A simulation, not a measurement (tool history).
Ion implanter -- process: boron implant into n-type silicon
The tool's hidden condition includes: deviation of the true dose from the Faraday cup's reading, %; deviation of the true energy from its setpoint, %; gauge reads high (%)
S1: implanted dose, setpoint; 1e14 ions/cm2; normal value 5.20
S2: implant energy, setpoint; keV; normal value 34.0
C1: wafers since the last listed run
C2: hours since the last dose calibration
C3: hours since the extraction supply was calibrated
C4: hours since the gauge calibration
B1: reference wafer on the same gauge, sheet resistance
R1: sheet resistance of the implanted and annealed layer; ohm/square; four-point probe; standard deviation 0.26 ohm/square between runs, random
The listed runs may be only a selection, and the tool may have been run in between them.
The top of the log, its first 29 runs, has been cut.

{"run": 30, "day": 33.196, "S1": 5.2, "S2": 34.0, "C1": 233, "C2": 400.0, "C3": 568.2, "C4": 453.1, "B1": 150.04, "R1": 170.52}
{"run": 31, "day": 34.679, "S1": 5.2, "S2": 40.5, "C1": 496, "C2": 435.6, "C3": 603.8, "C4": 488.7, "B1": 149.98, "R1": 168.42}
{"run": 32, "day": 35.317, "S1": 3.78, "S2": 38.5, "C1": 213, "C2": 450.9, "C3": 619.1, "C4": 504.0, "B1": 149.99, "R1": 217.02}
{"run": 33, "day": 36.246, "S1": 5.2, "S2": 34.0, "C1": 311, "C2": 473.2, "C3": 641.4, "C4": 526.3, "B1": 149.93, "R1": 170.89}
{"run": 34, "day": 37.3, "S1": 6.62, "S2": 41.5, "C1": 353, "C2": 498.5, "C3": 666.7, "C4": 551.6, "B1": 150.0, "R1": 138.6}
{"run": 35, "day": 37.938, "S1": 5.2, "S2": 34.0, "C1": 213, "C2": 513.8, "C3": 682.0, "C4": 566.9, "B1": 149.97, "R1": 170.99}
{"run": 36, "day": 38.842, "S1": 4.76, "S2": 34.0, "C1": 302, "C2": 535.5, "C3": 703.7, "C4": 588.6, "B1": 150.0, "R1": 183.49}
{"run": 37, "day": 40.208, "S1": 5.2, "S2": 34.0, "C1": 457, "C2": 568.3, "C3": 736.5, "C4": 621.4, "B1": 149.97, "R1": 171.14}

Consider 4 possible next runs. They are alternatives, not a sequence: every one starts from the tool as it was left by run 37. What does each give?
{"run": "A", "day": 40.225, "S1": 4.36, "S2": 34.0, "C1": 5, "C2": 568.7, "C3": 736.9, "C4": 621.8, "B1": "?", "R1": "?"}
{"run": "B", "day": 40.225, "S1": 6.3, "S2": 40.0, "C1": 5, "C2": 568.7, "C3": 736.9, "C4": 621.8, "B1": "?", "R1": "?"}
{"run": "C", "day": 40.225, "S1": 4.2, "S2": 27.5, "C1": 5, "C2": 568.7, "C3": 736.9, "C4": 621.8, "B1": "?", "R1": "?"}
{"run": "D", "day": 40.225, "S1": 6.71, "S2": 40.0, "C1": 5, "C2": 568.7, "C3": 736.9, "C4": 621.8, "B1": "?", "R1": "?"}

run=A B1=149.98 R1=196.78
run=B B1=149.98 R1=144.80
run=C B1=149.98 R1=206.31
run=D B1=149.98 R1=137.57
Stripped of hidden state, with their random variation kept, the same runs would have yielded:
run=A R1=196.55
run=B R1=144.63
run=C R1=206.07
run=D R1=137.41
